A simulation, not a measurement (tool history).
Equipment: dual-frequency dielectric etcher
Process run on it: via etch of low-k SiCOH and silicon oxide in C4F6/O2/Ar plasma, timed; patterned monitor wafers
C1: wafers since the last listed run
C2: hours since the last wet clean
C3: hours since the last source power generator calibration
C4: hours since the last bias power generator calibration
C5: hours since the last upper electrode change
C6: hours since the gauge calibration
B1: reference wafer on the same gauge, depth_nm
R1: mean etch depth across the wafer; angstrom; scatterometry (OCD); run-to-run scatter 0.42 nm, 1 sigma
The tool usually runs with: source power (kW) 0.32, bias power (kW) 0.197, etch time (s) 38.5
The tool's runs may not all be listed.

run 1 hour=0 | source_power_(kW)=0.32 bias_power_(kW)=0.197 etch_time_(s)=38.5 | C1=0 C2=444.4 C3=2786.6 C4=1422.6 C5=5693.7 C6=49.3 | B1=95.6 | R1=968
run 2 hour=22.8 | source_power_(kW)=0.32 bias_power_(kW)=0.197 etch_time_(s)=38.5 | C1=427 C2=467.2 C3=2809.4 C4=1445.4 C5=5716.5 C6=72.1 | B1=95.5 | R1=964
run 3 hour=42.4 | source_power_(kW)=0.32 bias_power_(kW)=0.197 etch_time_(s)=38.5 | C1=367 C2=486.8 C3=2829 C4=1465 C5=5736.1 C6=91.7 | B1=95.6 | R1=971
run 4 hour=61.7 | source_power_(kW)=0.34 bias_power_(kW)=0.197 etch_time_(s)=38.5 | C1=361 C2=506.1 C3=2848.3 C4=1484.3 C5=5755.4 C6=111 | B1=95.5 | R1=998
run 5 hour=92.1 | source_power_(kW)=0.32 bias_power_(kW)=0.197 etch_time_(s)=38.5 | C1=569 C2=536.5 C3=2878.7 C4=1514.7 C5=5785.8 C6=141.4 | B1=95.2 | R1=973
run 6 hour=117.5 | source_power_(kW)=0.32 bias_power_(kW)=0.197 etch_time_(s)=38.5 | C1=475 C2=561.9 C3=2904.1 C4=1540.1 C5=5811.2 C6=166.8 | B1=95.7 | R1=965
run 7 hour=143.6 | source_power_(kW)=0.32 bias_power_(kW)=0.197 etch_time_(s)=38.5 | C1=489 C2=588 C3=2930.2 C4=1566.2 C5=5837.3 C6=192.9 | B1=95.5 | R1=971
-- hour=183.1 upper electrode replaced
run 8 hour=183.6 | source_power_(kW)=0.32 bias_power_(kW)=0.197 etch_time_(s)=38.5 | C1=299 C2=628 C3=2970.2 C4=1606.2 C5=0.5 C6=232.9 | B1=95.3 | R1=957
-- hour=212.7 wet clean of the chamber
run 9 hour=213.2 | source_power_(kW)=0.32 bias_power_(kW)=0.197 etch_time_(s)=38.5 | C1=104 C2=0.5 C3=2999.8 C4=1635.8 C5=30.1 C6=262.5 | B1=95.4 | R1=964
-- hour=252.9 source power generator calibrated
-- hour=263.1 bias power generator calibrated
run 10 hour=268.3 | source_power_(kW)=0.32 bias_power_(kW)=0.197 etch_time_(s)=38.5 | C1=882 C2=55.6 C3=15.4 C4=5.2 C5=85.2 C6=317.6 | B1=95.7 | R1=960
run 11 hour=304 | source_power_(kW)=0.32 bias_power_(kW)=0.197 etch_time_(s)=38.5 | C1=668 C2=91.3 C3=51.1 C4=40.9 C5=120.9 C6=353.3 | B1=95.6 | R1=973
-- hour=328.6 gauge calibrated
run 12 hour=376.9 | source_power_(kW)=0.37 bias_power_(kW)=0.219 etch_time_(s)=48.5 | C1=1365 C2=164.2 C3=124 C4=113.8 C5=193.8 C6=48.3 | B1=95.5 | R1=1367
run 13 hour=397.4 | source_power_(kW)=0.32 bias_power_(kW)=0.197 etch_time_(s)=38.5 | C1=384 C2=184.7 C3=144.5 C4=134.3 C5=214.3 C6=68.8 | B1=95.4 | R1=966

For run 14, what comes out?
run 14 hour=428.5 | source_power_(kW)=0.28 bias_power_(kW)=0.176 etch_time_(s)=38.5 | C1=582 C2=215.8 C3=175.6 C4=165.4 C5=245.4 C6=99.9 | B1=? | R1=?

{"run 14": {"B1": 95.7, "R1": 867}}
With no hidden state in the tool, this same run would have given R1 867 angstrom.

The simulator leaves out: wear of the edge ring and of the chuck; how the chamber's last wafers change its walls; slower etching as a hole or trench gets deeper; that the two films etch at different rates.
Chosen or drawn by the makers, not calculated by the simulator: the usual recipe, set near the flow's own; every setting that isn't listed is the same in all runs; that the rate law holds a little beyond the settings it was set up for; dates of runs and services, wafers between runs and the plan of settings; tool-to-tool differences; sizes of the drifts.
